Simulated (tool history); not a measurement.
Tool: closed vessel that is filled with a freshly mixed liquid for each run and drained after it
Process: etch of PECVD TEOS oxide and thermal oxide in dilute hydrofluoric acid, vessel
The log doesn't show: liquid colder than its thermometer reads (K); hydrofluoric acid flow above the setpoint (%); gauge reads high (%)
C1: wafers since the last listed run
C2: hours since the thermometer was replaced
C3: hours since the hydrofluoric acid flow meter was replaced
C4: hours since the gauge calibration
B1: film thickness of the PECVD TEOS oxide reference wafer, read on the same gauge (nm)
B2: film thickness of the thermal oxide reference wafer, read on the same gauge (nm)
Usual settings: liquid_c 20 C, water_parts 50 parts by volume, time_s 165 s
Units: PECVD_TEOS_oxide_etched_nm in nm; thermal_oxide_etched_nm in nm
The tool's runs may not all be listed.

{"run": 1, "hour": 0.0, "liquid_c": 20, "water_parts": 50, "time_s": 165, "C1": 0, "C2": 1463.1, "C3": 224.5, "C4": 692.8, "B1": 30.02, "B2": 79.97, "PECVD_TEOS_oxide_etched_nm": 44.61, "thermal_oxide_etched_nm": 13.58}
{"run": 2, "hour": 57.7, "liquid_c": 20, "water_parts": 50, "time_s": 165, "C1": 3304, "C2": 1520.8, "C3": 282.2, "C4": 750.5, "B1": 30, "B2": 80.01, "PECVD_TEOS_oxide_etched_nm": 44.2, "thermal_oxide_etched_nm": 13.47}
{"run": 3, "hour": 117.8, "liquid_c": 20, "water_parts": 50, "time_s": 165, "C1": 3442, "C2": 1580.9, "C3": 342.3, "C4": 810.6, "B1": 29.99, "B2": 80, "PECVD_TEOS_oxide_etched_nm": 43.94, "thermal_oxide_etched_nm": 13.5}
{"run": 4, "hour": 170.5, "liquid_c": 20, "water_parts": 50, "time_s": 165, "C1": 3018, "C2": 1633.6, "C3": 395, "C4": 863.3, "B1": 29.99, "B2": 80.04, "PECVD_TEOS_oxide_etched_nm": 44.26, "thermal_oxide_etched_nm": 13.42}
{"run": 5, "hour": 235.1, "liquid_c": 20, "water_parts": 50, "time_s": 165, "C1": 3699, "C2": 1698.2, "C3": 459.6, "C4": 927.9, "B1": 29.98, "B2": 79.98, "PECVD_TEOS_oxide_etched_nm": 44.09, "thermal_oxide_etched_nm": 13.39}
{"run": 6, "hour": 293.7, "liquid_c": 20, "water_parts": 50, "time_s": 165, "C1": 3356, "C2": 1756.8, "C3": 518.2, "C4": 986.5, "B1": 29.99, "B2": 80, "PECVD_TEOS_oxide_etched_nm": 44.01, "thermal_oxide_etched_nm": 13.37}
{"run": 7, "hour": 320.6, "liquid_c": 20, "water_parts": 50, "time_s": 165, "C1": 1540, "C2": 1783.7, "C3": 545.1, "C4": 1013.4, "B1": 30, "B2": 80.02, "PECVD_TEOS_oxide_etched_nm": 43.97, "thermal_oxide_etched_nm": 13.35}
{"run": 8, "hour": 374.6, "liquid_c": 17, "water_parts": 50, "time_s": 165, "C1": 3092, "C2": 1837.7, "C3": 599.1, "C4": 1067.4, "B1": 30.01, "B2": 79.97, "PECVD_TEOS_oxide_etched_nm": 38.33, "thermal_oxide_etched_nm": 11.7}
{"run": 9, "hour": 441.4, "liquid_c": 17, "water_parts": 50, "time_s": 165, "C1": 3825, "C2": 1904.5, "C3": 665.9, "C4": 1134.2, "B1": 29.97, "B2": 79.96, "PECVD_TEOS_oxide_etched_nm": 38.46, "thermal_oxide_etched_nm": 11.68}
{"run": 10, "hour": 508.2, "liquid_c": 20, "water_parts": 50, "time_s": 165, "C1": 3825, "C2": 1971.3, "C3": 732.7, "C4": 1201, "B1": 29.99, "B2": 80.04, "PECVD_TEOS_oxide_etched_nm": 43.37, "thermal_oxide_etched_nm": 13.23}
{"hour": 532.3, "done": "gauge calibrated"}
{"run": 11, "hour": 570.2, "liquid_c": 22, "water_parts": 50, "time_s": 165, "C1": 3550, "C2": 2033.3, "C3": 794.7, "C4": 37.9, "B1": 30, "B2": 80.03, "PECVD_TEOS_oxide_etched_nm": 47.55, "thermal_oxide_etched_nm": 14.51}
{"run": 12, "hour": 629.1, "liquid_c": 20, "water_parts": 65, "time_s": 165, "C1": 3373, "C2": 2092.2, "C3": 853.6, "C4": 96.8, "B1": 30.02, "B2": 80, "PECVD_TEOS_oxide_etched_nm": 33, "thermal_oxide_etched_nm": 10.06}
{"run": 13, "hour": 685.6, "liquid_c": 20, "water_parts": 65, "time_s": 165, "C1": 3235, "C2": 2148.7, "C3": 910.1, "C4": 153.3, "B1": 30.04, "B2": 79.97, "PECVD_TEOS_oxide_etched_nm": 32.8, "thermal_oxide_etched_nm": 10.01}
{"run": 14, "hour": 710.5, "liquid_c": 20, "water_parts": 40, "time_s": 125, "C1": 1426, "C2": 2173.6, "C3": 935, "C4": 178.2, "B1": 29.97, "B2": 80, "PECVD_TEOS_oxide_etched_nm": 41.61, "thermal_oxide_etched_nm": 12.67}
{"run": 15, "hour": 773.1, "liquid_c": 17, "water_parts": 65, "time_s": 225, "C1": 3585, "C2": 2236.2, "C3": 997.6, "C4": 240.8, "B1": 30.01, "B2": 80.01, "PECVD_TEOS_oxide_etched_nm": 39.57, "thermal_oxide_etched_nm": 11.95}
{"run": 16, "hour": 825.8, "liquid_c": 23.5, "water_parts": 50, "time_s": 225, "C1": 3018, "C2": 2288.9, "C3": 1050.3, "C4": 293.5, "B1": 29.96, "B2": 80, "PECVD_TEOS_oxide_etched_nm": 68.15, "thermal_oxide_etched_nm": 20.8}
{"hour": 829.7, "done": "hydrofluoric acid flow meter replaced"}
{"run": 17, "hour": 875.9, "liquid_c": 17, "water_parts": 30, "time_s": 165, "C1": 2812, "C2": 2339, "C3": 46.2, "C4": 343.6, "B1": 30.01, "B2": 79.99, "PECVD_TEOS_oxide_etched_nm": 64.48, "thermal_oxide_etched_nm": 19.68}
{"run": 18, "hour": 909.8, "liquid_c": 20, "water_parts": 50, "time_s": 165, "C1": 1941, "C2": 2372.9, "C3": 80.1, "C4": 377.5, "B1": 30.05, "B2": 80.01, "PECVD_TEOS_oxide_etched_nm": 43.16, "thermal_oxide_etched_nm": 13.1}
{"hour": 922.8, "done": "thermometer replaced"}
{"run": 19, "hour": 966.7, "liquid_c": 23.5, "water_parts": 35, "time_s": 190, "C1": 3201, "C2": 43.9, "C3": 137, "C4": 434.4, "B1": 30, "B2": 80.03, "PECVD_TEOS_oxide_etched_nm": 89.37, "thermal_oxide_etched_nm": 27.34}
{"run": 20, "hour": 1029.3, "liquid_c": 24, "water_parts": 25, "time_s": 125, "C1": 3585, "C2": 106.5, "C3": 199.6, "C4": 497, "B1": 29.99, "B2": 79.98, "PECVD_TEOS_oxide_etched_nm": 86.05, "thermal_oxide_etched_nm": 26.15}
{"run": 21, "hour": 1087.2, "liquid_c": 23, "water_parts": 30, "time_s": 110, "C1": 3316, "C2": 164.4, "C3": 257.5, "C4": 554.9, "B1": 30, "B2": 80, "PECVD_TEOS_oxide_etched_nm": 59.54, "thermal_oxide_etched_nm": 18.13}
{"run": 22, "hour": 1238.1, "liquid_c": 23, "water_parts": 35, "time_s": 165, "C1": 8642, "C2": 315.3, "C3": 408.4, "C4": 705.8, "B1": 30.01, "B2": 80.06, "PECVD_TEOS_oxide_etched_nm": 76.49, "thermal_oxide_etched_nm": 23.01}
{"run": 23, "hour": 1285.9, "liquid_c": 23, "water_parts": 35, "time_s": 165, "C1": 2737, "C2": 363.1, "C3": 456.2, "C4": 753.6, "B1": 30.02, "B2": 79.99, "PECVD_TEOS_oxide_etched_nm": 75.45, "thermal_oxide_etched_nm": 23.04}
{"run": 24, "hour": 1356.8, "liquid_c": 20, "water_parts": 50, "time_s": 165, "C1": 4060, "C2": 434, "C3": 527.1, "C4": 824.5, "B1": 30.02, "B2": 79.97, "PECVD_TEOS_oxide_etched_nm": 45.78, "thermal_oxide_etched_nm": 13.95}
{"run": 25, "hour": 1387.1, "liquid_c": 20, "water_parts": 60, "time_s": 85, "C1": 1735, "C2": 464.3, "C3": 557.4, "C4": 854.8, "B1": 29.98, "B2": 80.05, "PECVD_TEOS_oxide_etched_nm": 19.49, "thermal_oxide_etched_nm": 5.89}
{"run": 26, "hour": 1430.3, "liquid_c": 18.5, "water_parts": 70, "time_s": 165, "C1": 2474, "C2": 507.5, "C3": 600.6, "C4": 898, "B1": 29.98, "B2": 79.99, "PECVD_TEOS_oxide_etched_nm": 30.14, "thermal_oxide_etched_nm": 9.1}

Forecast each of these 3 alternatives for the next run:
{"run": "A", "hour": 1431.0, "liquid_c": 20, "water_parts": 70, "time_s": 165, "C1": 40, "C2": 508.2, "C3": 601.3, "C4": 898.7, "B1": "?", "B2": "?", "PECVD_TEOS_oxide_etched_nm": "?", "thermal_oxide_etched_nm": "?"}
{"run": "B", "hour": 1431.0, "liquid_c": 17.5, "water_parts": 35, "time_s": 205, "C1": 40, "C2": 508.2, "C3": 601.3, "C4": 898.7, "B1": "?", "B2": "?", "PECVD_TEOS_oxide_etched_nm": "?", "thermal_oxide_etched_nm": "?"}
{"run": "C", "hour": 1431.0, "liquid_c": 20, "water_parts": 50, "time_s": 130, "C1": 40, "C2": 508.2, "C3": 601.3, "C4": 898.7, "B1": "?", "B2": "?", "PECVD_TEOS_oxide_etched_nm": "?", "thermal_oxide_etched_nm": "?"}

run=A B1=29.98 B2=79.99 PECVD_TEOS_oxide_etched_nm=31.82 thermal_oxide_etched_nm=9.72
run=B B1=29.98 B2=79.99 PECVD_TEOS_oxide_etched_nm=73.91 thermal_oxide_etched_nm=22.57
run=C B1=29.98 B2=79.99 PECVD_TEOS_oxide_etched_nm=35.93 thermal_oxide_etched_nm=10.97
Without the tool's hidden state the same runs would have given:
run=A PECVD_TEOS_oxide_etched_nm=32.52 thermal_oxide_etched_nm=9.93
run=B PECVD_TEOS_oxide_etched_nm=75.62 thermal_oxide_etched_nm=23.09
run=C PECVD_TEOS_oxide_etched_nm=36.74 thermal_oxide_etched_nm=11.22

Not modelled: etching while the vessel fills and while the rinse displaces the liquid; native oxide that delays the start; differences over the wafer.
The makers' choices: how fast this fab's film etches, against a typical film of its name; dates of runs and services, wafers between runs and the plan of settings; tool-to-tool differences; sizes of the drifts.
